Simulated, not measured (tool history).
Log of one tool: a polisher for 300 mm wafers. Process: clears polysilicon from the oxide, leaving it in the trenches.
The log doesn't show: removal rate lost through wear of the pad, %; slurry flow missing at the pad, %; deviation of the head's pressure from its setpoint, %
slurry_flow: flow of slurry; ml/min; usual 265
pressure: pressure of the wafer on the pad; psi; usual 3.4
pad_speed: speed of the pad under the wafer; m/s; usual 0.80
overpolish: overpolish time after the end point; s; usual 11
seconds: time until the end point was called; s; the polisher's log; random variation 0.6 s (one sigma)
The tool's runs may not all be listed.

run,hour,slurry_flow,pressure,pad_speed,overpolish,wafers since the last listed run,wafers polished on this pad,hours since the slurry nozzle was cleaned,hours since the head pressure was calibrated,"incoming thickness of the incoming film, nm",seconds
1,0.0,265,3.4,0.80,11,0,1233,257.4,515.8,436.6,33.0
# hour 11.3: slurry nozzle cleaned
2,47.2,265,3.4,0.80,11,651,1885,35.9,563.0,437.4,33.7
3,136.3,265,3.4,0.80,11,1256,3141,125.0,652.1,440.8,34.0
# hour 146.4: worn pad replaced by a new one
4,222.5,265,3.4,0.80,11,1158,1072,211.2,738.3,433.3,32.6
# hour 229.6: slurry nozzle cleaned
5,327.4,265,3.4,0.80,11,1464,2537,97.8,843.2,449.3,33.3
# hour 367.6: worn pad replaced by a new one
6,417.8,265,3.4,0.80,9,1218,708,188.2,933.6,443.6,34.1
7,458.3,265,3.4,0.80,9,571,1279,228.7,974.1,444.4,32.9
# hour 464.3: head pressure recalibrated
# hour 497.4: slurry nozzle cleaned
8,502.8,265,3.4,0.80,9,585,1864,5.4,38.5,443.5,33.7
9,572.6,265,3.4,0.80,11,984,2848,75.2,108.3,436.2,32.8
10,637.0,265,3.4,0.80,14,907,3756,139.6,172.7,443.8,33.7
# hour 650.8: worn pad replaced by a new one
11,724.4,265,3.4,0.80,11,1175,1037,227.0,260.1,436.6,32.9
# hour 726.0: slurry nozzle cleaned
12,827.5,225,3.4,0.98,5,1439,2477,101.5,363.2,442.6,28.1
# hour 885.6: worn pad replaced by a new one
13,886.1,265,3.4,0.80,11,769,6,160.1,421.8,445.4,34.3
14,977.5,240,4.0,0.80,13,1288,1295,251.5,513.2,445.4,29.0
# hour 980.1: slurry nozzle cleaned
15,1022.2,265,2.3,0.80,11,616,1911,42.1,557.9,433.9,48.9
16,1076.9,265,3.4,0.80,8,771,2682,96.8,612.6,433.0,31.8
# hour 1164.6: worn pad replaced by a new one
17,1165.1,225,3.9,0.62,11,1187,7,185.0,700.8,444.9,39.1
# hour 1212.7: slurry nozzle cleaned
18,1224.0,265,3.4,0.80,11,816,823,11.3,759.7,435.9,32.4
19,1280.1,265,2.2,1.06,11,790,1614,67.4,815.8,432.9,37.0

Hidden state at the last listed run before each entry between runs and at the first one after, where it differs:
Between runs 1 and 2: slurry nozzle cleaned (hour 11.3)
  no hidden state differs between the two runs
Between runs 3 and 4: worn pad replaced by a new one (hour 146.4)
  no hidden state differs between the two runs
Between runs 4 and 5: slurry nozzle cleaned (hour 229.6)
  no hidden state differs between the two runs
Between runs 5 and 6: worn pad replaced by a new one (hour 367.6)
  no hidden state differs between the two runs
Between runs 7 and 8: head pressure recalibrated (hour 464.3); slurry nozzle cleaned (hour 497.4)
  no hidden state differs between the two runs
Between runs 10 and 11: worn pad replaced by a new one (hour 650.8)
  no hidden state differs between the two runs
Between runs 11 and 12: slurry nozzle cleaned (hour 726.0)
  no hidden state differs between the two runs
Between runs 12 and 13: worn pad replaced by a new one (hour 885.6)
  no hidden state differs between the two runs
Between runs 14 and 15: slurry nozzle cleaned (hour 980.1)
  no hidden state differs between the two runs
Between runs 16 and 17: worn pad replaced by a new one (hour 1164.6)
  no hidden state differs between the two runs
Between runs 17 and 18: slurry nozzle cleaned (hour 1212.7)
  no hidden state differs between the two runs
